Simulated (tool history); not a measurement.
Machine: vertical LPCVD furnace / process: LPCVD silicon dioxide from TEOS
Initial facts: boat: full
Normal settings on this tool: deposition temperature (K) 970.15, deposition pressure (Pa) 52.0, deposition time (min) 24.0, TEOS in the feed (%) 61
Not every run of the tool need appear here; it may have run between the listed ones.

| run | day | deposition temperature (K) | deposition pressure (Pa) | deposition time (min) | TEOS in the feed (%) | read-back reference wafer on the same gauge, thickness | film thickness on the monitor wafer in the middle of the boat (nm) |
|---|---|---|---|---|---|---|---|
| 1 | 0.000 | 970.15 | 52.0 | 24.0 | 57 | 195.81 | 177.12 |
| 2 | 0.462 | 970.15 | 52.0 | 24.0 | 61 | 196.08 | 182.16 |
| 3 | 1.183 | 970.15 | 52.0 | 24.0 | 56 | 196.11 | 174.21 |
| 4 | 1.642 | 970.15 | 52.0 | 24.0 | 56 | 195.61 | 175.67 |
| 5 | 1.971 | 970.15 | 52.0 | 24.0 | 56 | 196.15 | 174.62 |
| 6 | 2.258 | 970.15 | 52.0 | 21.5 | 61 | 196.10 | 164.06 |
| 7 | 2.638 | 970.15 | 52.0 | 21.5 | 61 | 195.89 | 164.21 |
| 8 | 2.938 | 970.15 | 52.0 | 24.0 | 61 | 195.93 | 184.06 |
| 9 | 3.425 | 970.15 | 52.0 | 24.0 | 61 | 196.00 | 186.17 |
| 10 | 3.804 | 970.15 | 44.7 | 21.5 | 61 | 195.91 | 153.05 |
| 11 | 4.458 | 970.15 | 44.7 | 21.5 | 61 | 195.93 | 153.39 |
| 12 | 5.054 | 970.15 | 52.0 | 24.0 | 61 | 196.03 | 184.18 |
| 13 | 5.333 | 970.15 | 44.7 | 24.0 | 61 | 195.77 | 170.72 |
| 14 | 5.925 | 970.15 | 44.7 | 24.0 | 61 | 196.09 | 170.99 |
| 15 | 7.400 | 970.15 | 44.7 | 24.0 | 61 | 195.94 | 172.15 |

Run 16 comes next. What will it give?
|  | 7.633 | gauge calibrated |
| 16 | 7.821 | 970.15 | 42.0 | 33.0 | 71 | ? | ? |

read-back reference wafer on the same gauge, thickness: 196.19
film thickness on the monitor wafer in the middle of the boat (nm): 249.98
On a tool with no hidden condition, and with the same random variation, this run would have come out at film thickness on the monitor wafer in the middle of the boat (nm) 231.08.

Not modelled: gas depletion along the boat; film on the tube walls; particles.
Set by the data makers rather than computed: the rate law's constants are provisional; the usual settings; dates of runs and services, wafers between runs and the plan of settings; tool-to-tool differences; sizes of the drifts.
